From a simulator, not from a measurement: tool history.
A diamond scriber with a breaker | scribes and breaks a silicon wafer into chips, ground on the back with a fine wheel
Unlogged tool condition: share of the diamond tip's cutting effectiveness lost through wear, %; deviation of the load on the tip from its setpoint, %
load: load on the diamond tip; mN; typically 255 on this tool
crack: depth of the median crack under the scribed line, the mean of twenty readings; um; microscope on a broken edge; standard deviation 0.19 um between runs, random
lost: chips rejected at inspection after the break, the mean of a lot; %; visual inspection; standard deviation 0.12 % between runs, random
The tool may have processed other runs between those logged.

| run | hour | load | wafers since the last listed run | hours since the diamond tip was replaced | hours since the load on the tip was calibrated | incoming depth of the damage left on the back of the incoming wafer, um | crack | lost |
|---|---|---|---|---|---|---|---|---|
| 1 | 0.0 | 307 | 0 | 141.9 | 85.0 | 2.45 | 16.36 | 3.69 |
| 2 | 38.9 | 307 | 144 | 180.8 | 123.9 | 1.55 | 16.36 | 3.64 |
| 3 | 86.3 | 255 | 175 | 228.2 | 171.3 | 1.73 | 15.05 | 2.10 |
| 4 | 117.3 | 255 | 114 | 259.2 | 202.3 | 1.73 | 15.30 | 1.93 |
| 5 | 171.3 | 255 | 200 | 313.2 | 256.3 | 1.70 | 15.46 | 2.06 |
| 6 | 203.3 | 255 | 118 | 345.2 | 288.3 | 2.30 | 15.54 | 2.44 |
| 7 | 249.2 | 255 | 170 | 391.1 | 334.2 | 1.87 | 15.40 | 2.15 |
| 8 | 310.2 | 255 | 226 | 452.1 | 395.2 | 1.88 | 15.80 | 2.27 |
| 9 | 339.2 | 255 | 107 | 481.1 | 424.2 | 2.30 | 15.56 | 2.61 |
|  | 341.6 | load on the tip recalibrated |
| 10 | 384.6 | 255 | 160 | 526.5 | 43.0 | 1.96 | 14.73 | 1.62 |
| 11 | 447.5 | 255 | 233 | 589.4 | 105.9 | 2.30 | 15.07 | 1.94 |
| 12 | 482.5 | 309 | 129 | 624.4 | 140.9 | 1.62 | 16.18 | 4.10 |
| 13 | 539.4 | 309 | 210 | 681.3 | 197.8 | 2.47 | 16.88 | 4.47 |
| 14 | 590.3 | 255 | 188 | 732.2 | 248.7 | 2.94 | 15.25 | 2.43 |
| 15 | 658.6 | 275 | 253 | 800.5 | 317.0 | 2.95 | 15.88 | 3.64 |
| 16 | 713.0 | 214 | 201 | 854.9 | 371.4 | 2.05 | 14.34 | 1.91 |
|  | 781.2 | load on the tip recalibrated |
|  | 905.9 | diamond tip replaced by a new one |
| 17 | 912.4 | 317 | 724 | 6.5 | 131.2 | 2.53 | 16.37 | 4.41 |
| 18 | 947.2 | 255 | 128 | 41.3 | 166.0 | 2.77 | 14.98 | 2.03 |
| 19 | 993.5 | 255 | 171 | 87.6 | 212.3 | 2.92 | 15.17 | 2.38 |
| 20 | 1044.6 | 216 | 189 | 138.7 | 263.4 | 2.11 | 14.12 | 1.96 |
| 21 | 1076.5 | 230 | 118 | 170.6 | 295.3 | 1.70 | 14.80 | 1.44 |
| 22 | 1128.8 | 229 | 193 | 222.9 | 347.6 | 2.92 | 14.74 | 2.47 |
| 23 | 1155.2 | 192 | 97 | 249.3 | 374.0 | 1.77 | 13.97 | 2.61 |
| 24 | 1188.0 | 318 | 121 | 282.1 | 406.8 | 2.89 | 17.39 | 5.97 |
|  | 1213.3 | load on the tip recalibrated |
| 25 | 1238.1 | 204 | 178 | 332.2 | 24.8 | 2.80 | 13.46 | 3.98 |

Run 26, settings as shown, results not yet in. Your forecast:
| 26 | 1300.8 | 278 | 232 | 394.9 | 87.5 | 2.75 | ? | ? |

{"run 26": {"crack": 15.47, "lost": 2.42}}
If the tool had no hidden condition, the same run with the same run-to-run variation would have returned crack 15.27 um, lost 2.23 %.

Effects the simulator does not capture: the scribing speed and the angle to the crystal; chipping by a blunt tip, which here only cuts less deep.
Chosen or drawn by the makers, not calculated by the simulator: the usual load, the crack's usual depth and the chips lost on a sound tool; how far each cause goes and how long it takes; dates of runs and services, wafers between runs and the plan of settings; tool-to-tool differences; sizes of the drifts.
